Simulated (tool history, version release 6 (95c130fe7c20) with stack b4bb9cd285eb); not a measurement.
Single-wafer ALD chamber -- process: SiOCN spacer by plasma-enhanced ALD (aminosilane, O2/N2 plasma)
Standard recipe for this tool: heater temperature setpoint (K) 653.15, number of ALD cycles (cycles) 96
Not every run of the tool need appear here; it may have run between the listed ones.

run,hour,heater temperature setpoint (K),number of ALD cycles (cycles),"read-back reference wafer on the same gauge, thickness_nm",mean film thickness on the monitor wafer (angstrom)
1,0.0,653.15,96,5.269,59.14
2,58.6,653.15,96,5.272,59.10
3,103.8,653.15,96,5.268,58.77
4,155.0,653.15,89,5.267,54.51
5,222.4,653.15,96,5.268,59.10
6,280.6,653.15,96,5.272,58.59
7,351.4,653.15,96,5.269,58.78
8,405.9,653.15,96,5.272,58.78
9,443.7,653.15,96,5.271,58.76
10,509.7,645.15,96,5.272,58.84
11,571.9,645.15,96,5.272,58.96
12,624.5,645.15,96,5.272,58.96
13,680.5,653.15,104,5.267,63.44
# hour 689.9: thermocouple changed; heater temperature recalibrated
14,724.5,653.15,104,5.269,63.82
15,770.3,653.15,104,5.271,63.80
16,842.0,653.15,96,5.269,58.71
17,885.5,653.15,96,5.269,58.76
18,943.4,653.15,96,5.269,58.84
19,969.3,649.15,96,5.272,58.64
20,1015.9,649.15,96,5.269,58.78
21,1073.7,653.15,96,5.269,59.03
22,1109.4,653.15,96,5.271,58.80
23,1137.1,658.15,77,5.269,47.15
24,1193.8,663.15,87,5.269,53.32
25,1222.8,639.15,105,5.269,64.28
26,1287.9,653.15,96,5.271,58.97
27,1338.7,653.15,83,5.269,50.73
28,1396.4,640.15,110,5.272,67.34
29,1451.6,662.15,90,5.272,55.34
30,1512.7,653.15,96,5.271,59.14
31,1561.3,643.15,109,5.272,66.82
32,1596.4,653.15,96,5.270,58.85
# hour 1610.3: gauge calibrated
33,1640.8,645.15,105,5.268,64.11
34,1674.2,644.15,79,5.269,48.50
35,1730.8,653.15,79,5.270,48.24
36,1789.7,640.15,101,5.270,61.94
37,1822.8,663.15,79,5.271,48.29
38,1979.8,639.15,81,5.272,49.61
39,2011.4,665.15,96,5.272,58.77
40,2043.6,653.15,109,5.270,66.82
41,2084.0,646.15,79,5.270,48.36
42,2133.5,639.15,83,5.270,50.62
43,2158.6,653.15,96,5.271,58.94
44,2198.9,638.15,96,5.271,59.06
45,2238.3,653.15,96,5.271,58.78
46,2289.0,653.15,111,5.271,67.95
47,2354.2,646.15,102,5.270,62.63

Forecast each of these 4 alternatives for the next run:
A,2354.8,653.15,96,?,?
B,2354.8,653.15,78,?,?
C,2354.8,664.15,109,?,?
D,2354.8,659.15,112,?,?

run,"read-back reference wafer on the same gauge, thickness_nm",mean film thickness on the monitor wafer (angstrom)
A,5.272,58.59
B,5.272,47.61
C,5.272,66.53
D,5.272,68.36
The same runs, with their run-to-run variation unchanged, on a tool lacking any hidden condition would have given:
run,mean film thickness on the monitor wafer (angstrom)
A,58.59
B,47.61
C,66.53
D,68.36
